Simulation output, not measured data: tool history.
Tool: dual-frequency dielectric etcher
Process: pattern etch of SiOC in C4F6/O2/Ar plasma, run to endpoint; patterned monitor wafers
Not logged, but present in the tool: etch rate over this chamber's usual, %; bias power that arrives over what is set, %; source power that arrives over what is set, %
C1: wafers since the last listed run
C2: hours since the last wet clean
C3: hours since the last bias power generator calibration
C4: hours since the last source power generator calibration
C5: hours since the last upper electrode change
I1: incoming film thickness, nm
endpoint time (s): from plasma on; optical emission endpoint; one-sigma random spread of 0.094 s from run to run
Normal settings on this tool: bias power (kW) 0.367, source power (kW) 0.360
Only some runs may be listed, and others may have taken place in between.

run 1 hour=0.0 | bias_power_(kW)=0.385 source_power_(kW)=0.420 | C1=0 C2=4.9 C3=1313.6 C4=1862.0 C5=2188.4 | I1=32.22 | endpoint_time_(s)=12.1
run 2 hour=35.7 | bias_power_(kW)=0.385 source_power_(kW)=0.420 | C1=490 C2=40.6 C3=1349.3 C4=1897.7 C5=2224.1 | I1=32.33 | endpoint_time_(s)=12.3
run 3 hour=63.0 | bias_power_(kW)=0.385 source_power_(kW)=0.420 | C1=374 C2=67.9 C3=1376.6 C4=1925.0 C5=2251.4 | I1=32.48 | endpoint_time_(s)=12.3
run 4 hour=87.6 | bias_power_(kW)=0.367 source_power_(kW)=0.360 | C1=337 C2=92.5 C3=1401.2 C4=1949.6 C5=2276.0 | I1=32.21 | endpoint_time_(s)=13.0
run 5 hour=138.7 | bias_power_(kW)=0.367 source_power_(kW)=0.360 | C1=701 C2=143.6 C3=1452.3 C4=2000.7 C5=2327.1 | I1=32.27 | endpoint_time_(s)=13.4
run 6 hour=153.6 | bias_power_(kW)=0.367 source_power_(kW)=0.360 | C1=204 C2=158.5 C3=1467.2 C4=2015.6 C5=2342.0 | I1=32.64 | endpoint_time_(s)=13.4
run 7 hour=184.5 | bias_power_(kW)=0.367 source_power_(kW)=0.360 | C1=424 C2=189.4 C3=1498.1 C4=2046.5 C5=2372.9 | I1=32.29 | endpoint_time_(s)=13.3
run 8 hour=203.6 | bias_power_(kW)=0.367 source_power_(kW)=0.360 | C1=262 C2=208.5 C3=1517.2 C4=2065.6 C5=2392.0 | I1=32.54 | endpoint_time_(s)=13.4
run 9 hour=227.8 | bias_power_(kW)=0.367 source_power_(kW)=0.420 | C1=332 C2=232.7 C3=1541.4 C4=2089.8 C5=2416.2 | I1=32.37 | endpoint_time_(s)=12.7
run 10 hour=260.3 | bias_power_(kW)=0.367 source_power_(kW)=0.420 | C1=446 C2=265.2 C3=1573.9 C4=2122.3 C5=2448.7 | I1=32.48 | endpoint_time_(s)=12.6
run 11 hour=284.3 | bias_power_(kW)=0.439 source_power_(kW)=0.360 | C1=329 C2=289.2 C3=1597.9 C4=2146.3 C5=2472.7 | I1=32.69 | endpoint_time_(s)=12.6
run 12 hour=315.3 | bias_power_(kW)=0.439 source_power_(kW)=0.360 | C1=425 C2=320.2 C3=1628.9 C4=2177.3 C5=2503.7 | I1=32.30 | endpoint_time_(s)=12.6
run 13 hour=333.3 | bias_power_(kW)=0.367 source_power_(kW)=0.400 | C1=247 C2=338.2 C3=1646.9 C4=2195.3 C5=2521.7 | I1=32.31 | endpoint_time_(s)=12.9
-- hour=389.0 bias power generator calibrated
run 14 hour=402.1 | bias_power_(kW)=0.314 source_power_(kW)=0.360 | C1=889 C2=407.0 C3=13.1 C4=2264.1 C5=2590.5 | I1=32.41 | endpoint_time_(s)=14.2
run 15 hour=435.7 | bias_power_(kW)=0.397 source_power_(kW)=0.300 | C1=461 C2=440.6 C3=46.7 C4=2297.7 C5=2624.1 | I1=32.34 | endpoint_time_(s)=14.2
run 16 hour=471.3 | bias_power_(kW)=0.367 source_power_(kW)=0.290 | C1=488 C2=476.2 C3=82.3 C4=2333.3 C5=2659.7 | I1=32.70 | endpoint_time_(s)=14.9
run 17 hour=501.5 | bias_power_(kW)=0.340 source_power_(kW)=0.420 | C1=414 C2=506.4 C3=112.5 C4=2363.5 C5=2689.9 | I1=32.61 | endpoint_time_(s)=13.2
-- hour=541.7 wet clean of the chamber
-- hour=543.7 source power generator calibrated
run 18 hour=544.2 | bias_power_(kW)=0.322 source_power_(kW)=0.360 | C1=229 C2=2.5 C3=155.2 C4=0.5 C5=2732.6 | I1=32.71 | endpoint_time_(s)=13.9
run 19 hour=572.8 | bias_power_(kW)=0.445 source_power_(kW)=0.280 | C1=392 C2=31.1 C3=183.8 C4=29.1 C5=2761.2 | I1=32.39 | endpoint_time_(s)=13.5
run 20 hour=600.0 | bias_power_(kW)=0.318 source_power_(kW)=0.290 | C1=373 C2=58.3 C3=211.0 C4=56.3 C5=2788.4 | I1=32.39 | endpoint_time_(s)=15.1
-- hour=642.8 upper electrode replaced
run 21 hour=643.3 | bias_power_(kW)=0.367 source_power_(kW)=0.360 | C1=265 C2=101.6 C3=254.3 C4=99.6 C5=0.5 | I1=32.03 | endpoint_time_(s)=13.0
run 22 hour=652.2 | bias_power_(kW)=0.367 source_power_(kW)=0.280 | C1=122 C2=110.5 C3=263.2 C4=108.5 C5=9.4 | I1=32.62 | endpoint_time_(s)=14.8
run 23 hour=749.1 | bias_power_(kW)=0.320 source_power_(kW)=0.320 | C1=1330 C2=207.4 C3=360.1 C4=205.4 C5=106.3 | I1=32.31 | endpoint_time_(s)=14.6
run 24 hour=768.8 | bias_power_(kW)=0.422 source_power_(kW)=0.360 | C1=270 C2=227.1 C3=379.8 C4=225.1 C5=126.0 | I1=32.31 | endpoint_time_(s)=12.7
run 25 hour=800.8 | bias_power_(kW)=0.367 source_power_(kW)=0.360 | C1=439 C2=259.1 C3=411.8 C4=257.1 C5=158.0 | I1=32.61 | endpoint_time_(s)=13.6
run 26 hour=830.1 | bias_power_(kW)=0.367 source_power_(kW)=0.360 | C1=402 C2=288.4 C3=441.1 C4=286.4 C5=187.3 | I1=32.42 | endpoint_time_(s)=13.2
run 27 hour=861.3 | bias_power_(kW)=0.367 source_power_(kW)=0.360 | C1=428 C2=319.6 C3=472.3 C4=317.6 C5=218.5 | I1=32.42 | endpoint_time_(s)=13.4
run 28 hour=889.3 | bias_power_(kW)=0.438 source_power_(kW)=0.290 | C1=384 C2=347.6 C3=500.3 C4=345.6 C5=246.5 | I1=32.46 | endpoint_time_(s)=13.7
run 29 hour=907.2 | bias_power_(kW)=0.322 source_power_(kW)=0.440 | C1=245 C2=365.5 C3=518.2 C4=363.5 C5=264.4 | I1=32.17 | endpoint_time_(s)=13.1
run 30 hour=935.9 | bias_power_(kW)=0.367 source_power_(kW)=0.360 | C1=394 C2=394.2 C3=546.9 C4=392.2 C5=293.1 | I1=32.34 | endpoint_time_(s)=13.6
run 31 hour=957.5 | bias_power_(kW)=0.340 source_power_(kW)=0.360 | C1=296 C2=415.8 C3=568.5 C4=413.8 C5=314.7 | I1=32.38 | endpoint_time_(s)=13.7
run 32 hour=986.6 | bias_power_(kW)=0.423 source_power_(kW)=0.300 | C1=399 C2=444.9 C3=597.6 C4=442.9 C5=343.8 | I1=32.49 | endpoint_time_(s)=13.8
run 33 hour=1004.1 | bias_power_(kW)=0.412 source_power_(kW)=0.300 | C1=240 C2=462.4 C3=615.1 C4=460.4 C5=361.3 | I1=32.20 | endpoint_time_(s)=13.9
run 34 hour=1030.9 | bias_power_(kW)=0.412 source_power_(kW)=0.310 | C1=368 C2=489.2 C3=641.9 C4=487.2 C5=388.1 | I1=31.90 | endpoint_time_(s)=13.6

Branching from run 34: 5 alternative next runs. What would each branch give?
run A hour=1031.3 | bias_power_(kW)=0.328 source_power_(kW)=0.360 | C1=5 C2=489.6 C3=642.3 C4=487.6 C5=388.5 | I1=32.68 | endpoint_time_(s)=?
run B hour=1031.3 | bias_power_(kW)=0.454 source_power_(kW)=0.360 | C1=5 C2=489.6 C3=642.3 C4=487.6 C5=388.5 | I1=32.68 | endpoint_time_(s)=?
run C hour=1031.3 | bias_power_(kW)=0.312 source_power_(kW)=0.360 | C1=5 C2=489.6 C3=642.3 C4=487.6 C5=388.5 | I1=32.68 | endpoint_time_(s)=?
run D hour=1031.3 | bias_power_(kW)=0.304 source_power_(kW)=0.440 | C1=5 C2=489.6 C3=642.3 C4=487.6 C5=388.5 | I1=32.68 | endpoint_time_(s)=?
run E hour=1031.3 | bias_power_(kW)=0.452 source_power_(kW)=0.440 | C1=5 C2=489.6 C3=642.3 C4=487.6 C5=388.5 | I1=32.68 | endpoint_time_(s)=?

run=A endpoint_time_(s)=14.1
run=B endpoint_time_(s)=12.5
run=C endpoint_time_(s)=14.4
run=D endpoint_time_(s)=13.4
run=E endpoint_time_(s)=11.5
With no hidden state in the tool, these same runs would have given:
run=A endpoint_time_(s)=13.7
run=B endpoint_time_(s)=12.1
run=C endpoint_time_(s)=14.0
run=D endpoint_time_(s)=13.0
run=E endpoint_time_(s)=11.2
